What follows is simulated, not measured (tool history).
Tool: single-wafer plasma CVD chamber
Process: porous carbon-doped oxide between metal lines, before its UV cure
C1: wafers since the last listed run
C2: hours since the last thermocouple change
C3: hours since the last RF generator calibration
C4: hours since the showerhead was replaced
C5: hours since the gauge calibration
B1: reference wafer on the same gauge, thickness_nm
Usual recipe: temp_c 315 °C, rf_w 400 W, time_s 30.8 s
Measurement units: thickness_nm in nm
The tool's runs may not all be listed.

run 1 hour=0 | temp_c=315 rf_w=440 time_s=30.8 | C1=0 C2=872.1 C3=519.5 C4=6087.5 C5=117.1 | B1=128.463 | thickness_nm=136.291
run 2 hour=37.9 | temp_c=315 rf_w=440 time_s=30.8 | C1=1090 C2=910 C3=557.4 C4=6125.4 C5=155 | B1=128.395 | thickness_nm=136.296
run 3 hour=100.8 | temp_c=315 rf_w=440 time_s=30.8 | C1=1809 C2=972.9 C3=620.3 C4=6188.3 C5=217.9 | B1=128.078 | thickness_nm=135.382
run 4 hour=139.9 | temp_c=315 rf_w=400 time_s=30.8 | C1=1124 C2=1012 C3=659.4 C4=6227.4 C5=257 | B1=128.377 | thickness_nm=123.204
run 5 hour=204.7 | temp_c=315 rf_w=400 time_s=30.8 | C1=1863 C2=1076.8 C3=724.2 C4=6292.2 C5=321.8 | B1=127.83 | thickness_nm=124.728
run 6 hour=246.9 | temp_c=315 rf_w=400 time_s=30.8 | C1=1213 C2=1119 C3=766.4 C4=6334.4 C5=364 | B1=127.541 | thickness_nm=123.752
run 7 hour=334.4 | temp_c=315 rf_w=400 time_s=28.2 | C1=2516 C2=1206.5 C3=853.9 C4=6421.9 C5=451.5 | B1=126.982 | thickness_nm=112.983
run 8 hour=393.8 | temp_c=325 rf_w=400 time_s=30.8 | C1=1708 C2=1265.9 C3=913.3 C4=6481.3 C5=510.9 | B1=126.659 | thickness_nm=117.7
-- hour=501.4 showerhead replaced
run 9 hour=501.9 | temp_c=325 rf_w=400 time_s=30.8 | C1=2879 C2=1374 C3=1021.4 C4=0.5 C5=619 | B1=125.798 | thickness_nm=116.738
run 10 hour=543.2 | temp_c=311 rf_w=360 time_s=26.2 | C1=1187 C2=1415.3 C3=1062.7 C4=41.8 C5=660.3 | B1=125.593 | thickness_nm=95.399
-- hour=620.7 gauge calibrated
run 11 hour=637.3 | temp_c=311 rf_w=360 time_s=26.2 | C1=2706 C2=1509.4 C3=1156.8 C4=135.9 C5=16.6 | B1=128.736 | thickness_nm=97.758
run 12 hour=722 | temp_c=315 rf_w=400 time_s=35.3 | C1=2436 C2=1594.1 C3=1241.5 C4=220.6 C5=101.3 | B1=128.396 | thickness_nm=142.251
-- hour=743.7 RF generator calibrated
run 13 hour=786.9 | temp_c=315 rf_w=435 time_s=30.8 | C1=1636 C2=1659 C3=43.2 C4=285.5 C5=166.2 | B1=128.188 | thickness_nm=133.952
run 14 hour=854.8 | temp_c=315 rf_w=400 time_s=33.3 | C1=1953 C2=1726.9 C3=111.1 C4=353.4 C5=234.1 | B1=128.055 | thickness_nm=132.956
-- hour=880.7 thermocouple changed; heater temperature recalibrated
run 15 hour=951.2 | temp_c=315 rf_w=400 time_s=30.8 | C1=2542 C2=70.5 C3=207.5 C4=449.8 C5=330.5 | B1=127.595 | thickness_nm=124.614
run 16 hour=1018.7 | temp_c=321 rf_w=400 time_s=30.8 | C1=1941 C2=138 C3=275 C4=517.3 C5=398 | B1=127.221 | thickness_nm=119.165
run 17 hour=1108.1 | temp_c=315 rf_w=370 time_s=30.8 | C1=2571 C2=227.4 C3=364.4 C4=606.7 C5=487.4 | B1=126.661 | thickness_nm=113.236
run 18 hour=1173.1 | temp_c=315 rf_w=400 time_s=30.8 | C1=1869 C2=292.4 C3=429.4 C4=671.7 C5=552.4 | B1=126.354 | thickness_nm=121.479
run 19 hour=1252.1 | temp_c=315 rf_w=340 time_s=30.8 | C1=2272 C2=371.4 C3=508.4 C4=750.7 C5=631.4 | B1=125.896 | thickness_nm=103.384

Give the tool's hidden conditions for every run:
wafer temperature above the value expected at the setpoint (K): 0 at every run
delivered RF power above the setpoint (%): 0 at every run
H1: gauge reads high (%)
run=1 H1=0.289
run=2 H1=0.235
run=3 H1=0.113
run=4 H1=0.0166
run=5 H1=-0.179
run=6 H1=-0.329
run=7 H1=-0.701
run=8 H1=-0.998
run=9 H1=-1.63
run=10 H1=-1.91
run=11 H1=0.258
run=12 H1=0.206
run=13 H1=0.116
run=14 H1=-0.0258
run=15 H1=-0.309
run=16 H1=-0.565
run=17 H1=-0.977
run=18 H1=-1.33
run=19 H1=-1.82
